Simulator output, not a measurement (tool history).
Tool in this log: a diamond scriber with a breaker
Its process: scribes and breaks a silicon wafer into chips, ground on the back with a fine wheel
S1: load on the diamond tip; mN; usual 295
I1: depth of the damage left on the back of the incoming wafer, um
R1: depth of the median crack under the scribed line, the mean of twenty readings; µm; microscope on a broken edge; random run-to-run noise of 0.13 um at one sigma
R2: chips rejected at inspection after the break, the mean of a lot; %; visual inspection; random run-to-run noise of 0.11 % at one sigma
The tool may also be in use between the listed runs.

run	hour	S1	I1	R1	R2
1	0.0	295	2.98	9.92	4.31
# hour 0.1: diamond tip replaced by a new one
2	104.8	295	2.65	10.00	3.61
3	157.4	295	2.92	10.13	4.30
# hour 248.6: load on the tip recalibrated
4	252.4	277	2.89	8.74	4.46
5	292.2	295	2.93	9.37	4.37
6	364.4	295	2.26	9.29	2.79
7	471.9	238	1.58	7.90	4.82
8	528.3	243	2.21	8.27	5.57
9	594.8	295	1.56	9.77	1.75
# hour 628.8: diamond tip replaced by a new one
10	689.9	295	2.85	9.58	3.58
11	742.9	295	2.12	9.60	2.48
12	822.2	295	2.60	9.75	3.11
13	927.3	295	1.90	9.54	2.23
14	1171.0	295	2.76	9.69	3.71
15	1236.0	295	2.53	9.93	3.07
16	1289.3	295	2.42	9.58	2.92
# hour 1299.5: diamond tip replaced by a new one, of another model than before
17	1346.1	295	2.85	10.41	4.20
18	1450.0	295	2.30	10.07	3.24
19	1743.8	336	1.74	11.81	9.34
20	1850.0	332	2.23	11.93	9.47
# hour 1859.4: diamond tip replaced by a new one
21	1909.5	295	2.86	10.62	5.03
22	1962.5	277	2.46	9.58	2.87
23	2047.8	295	2.51	10.53	4.49
24	2120.6	263	2.76	9.04	4.18
# hour 2179.5: load on the tip recalibrated
25	2194.0	242	1.95	7.15	10.51
26	2277.2	237	2.62	7.05	14.85
27	2314.2	356	1.64	11.66	7.41
28	2387.7	295	1.57	9.20	1.78
# hour 2398.5: diamond tip replaced by a new one
29	2440.8	334	1.62	10.98	4.82
30	2498.3	295	2.99	9.51	4.28
31	2589.0	355	2.93	11.81	9.19
32	2636.5	348	1.85	12.01	7.06
33	2690.3	213	2.08	5.96	26.38
34	2795.7	233	1.98	6.96	13.03
35	2880.4	254	1.89	8.03	5.07
# hour 2939.4: diamond tip replaced by a new one
36	2941.8	211	2.44	5.81	28.12

Below are 3 alternative next runs, each starting from the tool's condition after run 36. Predict each:
A	2942.4	269	2.08	?	?
B	2942.4	259	2.08	?	?
C	2942.4	270	2.08	?	?

run	R1	R2
A	8.80	3.07
B	8.35	4.37
C	8.85	2.98
The same runs, with their run-to-run variation unchanged, on a tool lacking any hidden condition would have given:
run	R1	R2
A	8.33	4.44
B	7.90	6.41
C	8.37	4.29
